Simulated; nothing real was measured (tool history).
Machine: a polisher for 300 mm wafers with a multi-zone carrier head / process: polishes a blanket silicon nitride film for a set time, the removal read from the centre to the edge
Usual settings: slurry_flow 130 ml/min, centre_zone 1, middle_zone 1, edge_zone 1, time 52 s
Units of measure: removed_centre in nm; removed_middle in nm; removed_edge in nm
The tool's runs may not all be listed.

run	day	slurry_flow	centre_zone	middle_zone	edge_zone	time	incoming thickness of the incoming film, nm	removed_centre	removed_middle	removed_edge
1	0	130	0.94	1	1	52	618.4	60	60.1	59.1
2	1.171	130	1	1	0.97	52	617.6	63.1	60.5	60.1
3	2.246	170	1	1	1	41	622.4	53.6	50.6	49.6
4	2.817	130	1.11	1.06	1	52	615.7	70	62.4	60.5
5	3.662	130	1	1	0.91	59	616.1	72.6	68.6	65.4
# day 5.15: carrier head's membrane replaced by a new one
6	5.171	130	1.05	0.91	1	68	625.4	87.4	75.1	78
# day 7.279: centre zone pressure recalibrated
7	8.433	130	1.1	1.05	0.96	52	621.2	66.6	62	59.1
# day 8.717: worn pad replaced by a new one
# day 9.183: slurry nozzle cleaned
8	9.454	130	1	1	1	52	633.2	61.1	60.7	60
9	10.2	105	1	1.03	1.07	69	618.1	76.8	77.4	79.2
10	10.871	155	1.03	1	1	52	621.8	66.6	62.5	61.9
11	12.192	90	1	1.07	0.97	52	615	54.8	56.1	55
12	12.912	130	1	1.09	0.93	52	616.1	61.9	63.6	58.2
13	13.788	105	1	1	1	52	612.5	57.4	56.8	58.2
14	14.292	130	1	0.95	1	52	624.9	60.9	58.7	61.8
15	15.067	130	0.96	1	1	40	622	45.7	46.3	46.1
# day 18.225: worn pad replaced by a new one
16	18.246	130	1	1	1	52	624.6	60.7	60.8	60
17	19.525	130	1	1	1	52	612	62	60.4	60.5
# day 19.662: edge zone pressure recalibrated
# day 20.696: slurry nozzle cleaned
18	20.804	130	1	1	1	69	612.2	81.9	79.6	79.9
19	22.212	95	0.96	1	0.95	52	622.1	53.4	55.3	56.2
20	22.838	130	1	1	1	52	614.9	62.3	60.8	62.1
21	23.562	165	1	1	1	52	620.2	66.6	64.2	62.4

Branching from run 21: 5 alternative next runs. What would each branch give?
A	23.579	110	1	1	1	52	615.3	?	?	?
B	23.579	130	0.94	1.11	0.96	38	615.3	?	?	?
C	23.579	90	0.91	1	1	36	615.3	?	?	?
D	23.579	130	0.92	1	1.1	52	615.3	?	?	?
E	23.579	130	0.94	1.12	1	39	615.3	?	?	?

run	removed_centre	removed_middle	removed_edge
A	58.2	57.5	56.9
B	42.3	46.4	42.2
C	34.3	37.3	37.7
D	56.8	60.1	61
E	43.5	47.8	44
With the hidden condition removed and each run's random variation left untouched, the same runs would have given:
run	removed_centre	removed_middle	removed_edge
A	58	57.5	56.9
B	42.2	46.4	42.2
C	34.2	37.3	37.7
D	56.7	60.1	61
E	43.3	47.8	44
